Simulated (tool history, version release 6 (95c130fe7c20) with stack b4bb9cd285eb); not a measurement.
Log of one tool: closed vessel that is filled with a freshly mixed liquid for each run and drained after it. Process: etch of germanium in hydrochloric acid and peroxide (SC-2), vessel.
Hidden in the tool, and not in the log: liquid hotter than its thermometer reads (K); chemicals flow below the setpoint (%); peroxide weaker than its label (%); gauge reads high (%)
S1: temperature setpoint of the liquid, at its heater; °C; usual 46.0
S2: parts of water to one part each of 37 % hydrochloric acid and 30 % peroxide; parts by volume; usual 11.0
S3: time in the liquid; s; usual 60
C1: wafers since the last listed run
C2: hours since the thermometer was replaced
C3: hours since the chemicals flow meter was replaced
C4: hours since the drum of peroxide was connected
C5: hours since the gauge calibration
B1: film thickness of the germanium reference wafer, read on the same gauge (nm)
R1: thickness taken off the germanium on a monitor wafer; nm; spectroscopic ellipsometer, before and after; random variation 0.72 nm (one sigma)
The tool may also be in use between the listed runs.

run,hour,S1,S2,S3,C1,C2,C3,C4,C5,B1,R1
1,0.0,48.0,11.0,60,0,269.0,433.2,995.1,215.3,130.01,104.12
2,17.4,48.0,11.0,60,2274,286.4,450.6,1012.5,232.7,129.99,104.87
3,45.1,48.0,11.0,60,3620,314.1,478.3,1040.2,260.4,129.98,104.47
4,77.3,46.0,11.0,60,4208,346.3,510.5,1072.4,292.6,129.98,98.68
# hour 81.4: gauge calibrated
5,107.6,46.0,11.0,60,3960,376.6,540.8,1102.7,26.2,129.99,98.06
6,142.2,46.0,11.0,60,4522,411.2,575.4,1137.3,60.8,130.03,98.00
7,155.6,46.0,11.0,60,1751,424.6,588.8,1150.7,74.2,129.98,97.38
# hour 168.5: new drum of peroxide connected
8,185.3,46.0,11.0,60,3751,454.3,618.5,16.8,103.9,130.02,98.86
9,210.2,46.0,11.0,60,3254,479.2,643.4,41.7,128.8,130.01,98.02
10,224.0,46.0,11.0,60,1803,493.0,657.2,55.5,142.6,130.00,98.19
11,243.2,46.0,11.0,60,2509,512.2,676.4,74.7,161.8,129.96,97.78
12,270.5,53.5,11.0,60,3568,539.5,703.7,102.0,189.1,129.98,124.21
# hour 297.7: thermometer replaced
13,301.9,50.5,11.0,90,3973,4.2,735.1,133.4,220.5,129.94,169.24
14,322.3,46.0,11.0,60,2666,24.6,755.5,153.8,240.9,130.02,98.22
15,355.7,46.0,9.0,60,4365,58.0,788.9,187.2,274.3,130.00,101.31
# hour 359.1: chemicals flow meter replaced
# hour 372.8: gauge calibrated
16,377.7,46.0,8.5,60,2744,80.0,18.6,209.2,4.9,130.01,99.66
17,403.5,40.0,11.0,40,3371,105.8,44.4,235.0,30.7,129.97,53.27
18,438.7,53.0,11.0,60,4600,141.0,79.6,270.2,65.9,130.05,123.65
19,474.0,46.0,16.0,60,4613,176.3,114.9,305.5,101.2,130.00,92.19
20,507.4,46.0,11.0,60,4365,209.7,148.3,338.9,134.6,130.00,98.35
21,523.7,46.0,9.5,70,2130,226.0,164.6,355.2,150.9,130.00,115.01
22,546.0,46.0,6.5,35,2914,248.3,186.9,377.5,173.2,129.98,59.22

Forecast each of these 3 alternatives for the next run:
A,546.7,46.0,11.0,60,91,249.0,187.6,378.2,173.9,?,?
B,546.7,39.5,15.0,60,91,249.0,187.6,378.2,173.9,?,?
C,546.7,46.0,11.0,40,91,249.0,187.6,378.2,173.9,?,?

run,B1,R1
A,129.96,98.79
B,129.96,77.05
C,129.96,65.86
Without the tool's hidden state the same runs would have given:
run,R1
A,98.79
B,77.05
C,65.86
